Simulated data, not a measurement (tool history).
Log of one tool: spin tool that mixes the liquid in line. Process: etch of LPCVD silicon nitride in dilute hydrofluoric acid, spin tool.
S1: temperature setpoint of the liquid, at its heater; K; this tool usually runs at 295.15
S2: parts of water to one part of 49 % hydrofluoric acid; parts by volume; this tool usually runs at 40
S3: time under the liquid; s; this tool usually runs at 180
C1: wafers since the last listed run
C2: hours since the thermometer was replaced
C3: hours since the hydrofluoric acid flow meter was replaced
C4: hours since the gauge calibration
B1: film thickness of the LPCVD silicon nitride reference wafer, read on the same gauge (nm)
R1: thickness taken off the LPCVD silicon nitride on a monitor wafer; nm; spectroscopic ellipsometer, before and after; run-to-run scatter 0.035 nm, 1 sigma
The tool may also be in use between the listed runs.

run,hour,S1,S2,S3,C1,C2,C3,C4,B1,R1
1,0.0,295.15,40,180,0,567.9,1713.6,335.0,49.977,1.899
2,61.6,295.15,40,180,568,629.5,1775.2,396.6,50.038,1.949
3,167.2,295.15,40,180,974,735.1,1880.8,502.2,49.999,1.941
# hour 306.6: hydrofluoric acid flow meter replaced
4,330.2,295.15,40,180,1494,898.1,23.6,665.2,49.999,1.951
5,371.4,295.15,40,180,380,939.3,64.8,706.4,50.015,1.852
# hour 415.2: gauge calibrated
6,497.2,295.15,40,180,1160,1065.1,190.6,82.0,49.992,1.919
# hour 500.2: thermometer replaced
7,555.9,295.15,40,180,532,55.7,249.3,140.7,49.954,1.877
8,600.8,296.65,35,125,414,100.6,294.2,185.6,49.977,1.623
9,628.3,295.15,40,180,253,128.1,321.7,213.1,50.034,1.989
10,680.0,293.65,40,70,477,179.8,373.4,264.8,49.977,0.674
11,720.8,295.15,30,180,376,220.6,414.2,305.6,50.002,2.474
12,748.0,295.15,40,110,250,247.8,441.4,332.8,50.000,1.163
13,803.3,292.65,30,110,510,303.1,496.7,388.1,49.996,1.333
14,839.1,291.15,25,150,330,338.9,532.5,423.9,49.991,1.889

Alternative continuations, all from the tool just after run 14; predict every row:
A,839.6,295.15,40,180,4,339.4,533.0,424.4,?,?
B,839.6,295.15,40,145,4,339.4,533.0,424.4,?,?
C,839.6,297.15,55,95,4,339.4,533.0,424.4,?,?
D,839.6,295.15,50,95,4,339.4,533.0,424.4,?,?
E,839.6,297.15,55,75,4,339.4,533.0,424.4,?,?

run,B1,R1
A,49.995,1.961
B,49.995,1.579
C,49.995,0.869
D,49.995,0.833
E,49.995,0.686
With no hidden state in the tool, these same runs would have given:
run,R1
A,1.961
B,1.579
C,0.869
D,0.833
E,0.686
